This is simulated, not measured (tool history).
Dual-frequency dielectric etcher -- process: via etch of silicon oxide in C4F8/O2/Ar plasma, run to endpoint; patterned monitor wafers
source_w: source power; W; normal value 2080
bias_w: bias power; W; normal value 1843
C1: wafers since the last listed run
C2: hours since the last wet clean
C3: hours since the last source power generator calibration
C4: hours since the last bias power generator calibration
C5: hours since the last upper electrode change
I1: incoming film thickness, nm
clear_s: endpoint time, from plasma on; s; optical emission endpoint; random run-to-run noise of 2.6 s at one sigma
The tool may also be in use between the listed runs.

Run 1, hour 0.0: usual settings but source_w 1840 W; C1 0; C2 501.0; C3 1397.4; C4 3909.1; C5 6645.1; I1 1848.1. Result: clear_s 400.8 s.
Run 2, hour 17.5: usual settings but source_w 1840 W; C1 74; C2 518.5; C3 1414.9; C4 3926.6; C5 6662.6; I1 1866.8. Result: clear_s 400.7 s.
Run 3, hour 25.2: usual settings; C1 32; C2 526.2; C3 1422.6; C4 3934.3; C5 6670.3; I1 1820.5. Result: clear_s 370.0 s.
Run 4, hour 33.2: usual settings; C1 34; C2 534.2; C3 1430.6; C4 3942.3; C5 6678.3; I1 1830.6. Result: clear_s 374.7 s.
Run 5, hour 43.6: usual settings; C1 44; C2 544.6; C3 1441.0; C4 3952.7; C5 6688.7; I1 1849.4. Result: clear_s 384.7 s.
Run 6, hour 58.3: usual settings; C1 62; C2 559.3; C3 1455.7; C4 3967.4; C5 6703.4; I1 1836.3. Result: clear_s 379.0 s.
Run 7, hour 69.7: usual settings; C1 48; C2 570.7; C3 1467.1; C4 3978.8; C5 6714.8; I1 1850.4. Result: clear_s 380.3 s.
Run 8, hour 80.6: usual settings; C1 46; C2 581.6; C3 1478.0; C4 3989.7; C5 6725.7; I1 1822.9. Result: clear_s 377.2 s.
At hour 109.6: wet clean of the chamber.
Run 9, hour 110.1: usual settings; C1 23; C2 0.5; C3 1507.5; C4 4019.2; C5 6755.2; I1 1837.4. Result: clear_s 378.9 s.
Run 10, hour 110.5: usual settings but bias_w 2010 W; C1 1; C2 0.9; C3 1507.9; C4 4019.6; C5 6755.6; I1 1839.5. Result: clear_s 368.6 s.
Run 11, hour 118.1: usual settings but bias_w 2010 W; C1 32; C2 8.5; C3 1515.5; C4 4027.2; C5 6763.2; I1 1846.5. Result: clear_s 366.2 s.
Run 12, hour 131.2: usual settings but bias_w 2010 W; C1 55; C2 21.6; C3 1528.6; C4 4040.3; C5 6776.3; I1 1846.7. Result: clear_s 365.3 s.
Run 13, hour 142.0: usual settings; C1 45; C2 32.4; C3 1539.4; C4 4051.1; C5 6787.1; I1 1828.3. Result: clear_s 371.2 s.
At hour 168.2: upper electrode replaced.
Run 14, hour 168.7: usual settings but source_w 2440 W; C1 11; C2 59.1; C3 1566.1; C4 4077.8; C5 0.5; I1 1843.5. Result: clear_s 354.3 s.
Run 15, hour 169.1: usual settings but source_w 2440 W; C1 1; C2 59.5; C3 1566.5; C4 4078.2; C5 0.9; I1 1816.0. Result: clear_s 348.5 s.
Run 16, hour 184.4: usual settings but source_w 1690 W; C1 65; C2 74.8; C3 1581.8; C4 4093.5; C5 16.2; I1 1843.2. Result: clear_s 410.6 s.
Run 17, hour 199.8: usual settings; C1 65; C2 90.2; C3 1597.2; C4 4108.9; C5 31.6; I1 1835.5. Result: clear_s 375.9 s.
At hour 218.4: source power generator calibrated.
Run 18, hour 218.9: usual settings but source_w 2380 W, bias_w 2019 W; C1 64; C2 109.3; C3 0.5; C4 4128.0; C5 50.7; I1 1812.5. Result: clear_s 339.9 s.
Run 19, hour 223.4: usual settings; C1 19; C2 113.8; C3 5.0; C4 4132.5; C5 55.2; I1 1830.0. Result: clear_s 377.7 s.
Run 20, hour 239.0: usual settings but source_w 2240 W, bias_w 2223 W; C1 66; C2 129.4; C3 20.6; C4 4148.1; C5 70.8; I1 1828.2. Result: clear_s 345.8 s.
Run 21, hour 245.1: usual settings but source_w 1780 W, bias_w 2071 W; C1 25; C2 135.5; C3 26.7; C4 4154.2; C5 76.9; I1 1812.1. Result: clear_s 384.2 s.
At hour 259.7: bias power generator calibrated.
Run 22, hour 260.2: usual settings but source_w 1580 W; C1 47; C2 150.6; C3 41.8; C4 0.5; C5 92.0; I1 1845.7. Result: clear_s 417.3 s.
Run 23, hour 269.9: usual settings but source_w 2590 W, bias_w 2204 W; C1 41; C2 160.3; C3 51.5; C4 10.2; C5 101.7; I1 1842.7. Result: clear_s 331.1 s.
Run 24, hour 285.6: usual settings; C1 66; C2 176.0; C3 67.2; C4 25.9; C5 117.4; I1 1870.3. Result: clear_s 388.3 s.
Run 25, hour 297.3: usual settings but source_w 2240 W, bias_w 1565 W; C1 49; C2 187.7; C3 78.9; C4 37.6; C5 129.1; I1 1822.2. Result: clear_s 380.2 s.
Run 26, hour 313.0: usual settings but source_w 1910 W, bias_w 2133 W; C1 66; C2 203.4; C3 94.6; C4 53.3; C5 144.8; I1 1852.4. Result: clear_s 376.6 s.
Run 27, hour 319.3: usual settings but source_w 2400 W, bias_w 1712 W; C1 26; C2 209.7; C3 100.9; C4 59.6; C5 151.1; I1 1835.1. Result: clear_s 362.4 s.
Run 28, hour 326.8: usual settings but bias_w 2025 W; C1 31; C2 217.2; C3 108.4; C4 67.1; C5 158.6; I1 1820.2. Result: clear_s 363.1 s.
Run 29, hour 334.7: usual settings; C1 33; C2 225.1; C3 116.3; C4 75.0; C5 166.5; I1 1827.3. Result: clear_s 374.7 s.
Run 30, hour 349.9: usual settings but bias_w 2254 W; C1 64; C2 240.3; C3 131.5; C4 90.2; C5 181.7; I1 1823.6. Result: clear_s 350.6 s.
Run 31, hour 356.7: usual settings but source_w 1610 W; C1 28; C2 247.1; C3 138.3; C4 97.0; C5 188.5; I1 1835.0. Result: clear_s 417.7 s.

State the hidden condition of the tool at each of the runs:
etch rate over this chamber's usual, %: 0 at every run
source power that arrives over what is set, %: 0 at every run
bias power that arrives over what is set, %: 0 at every run
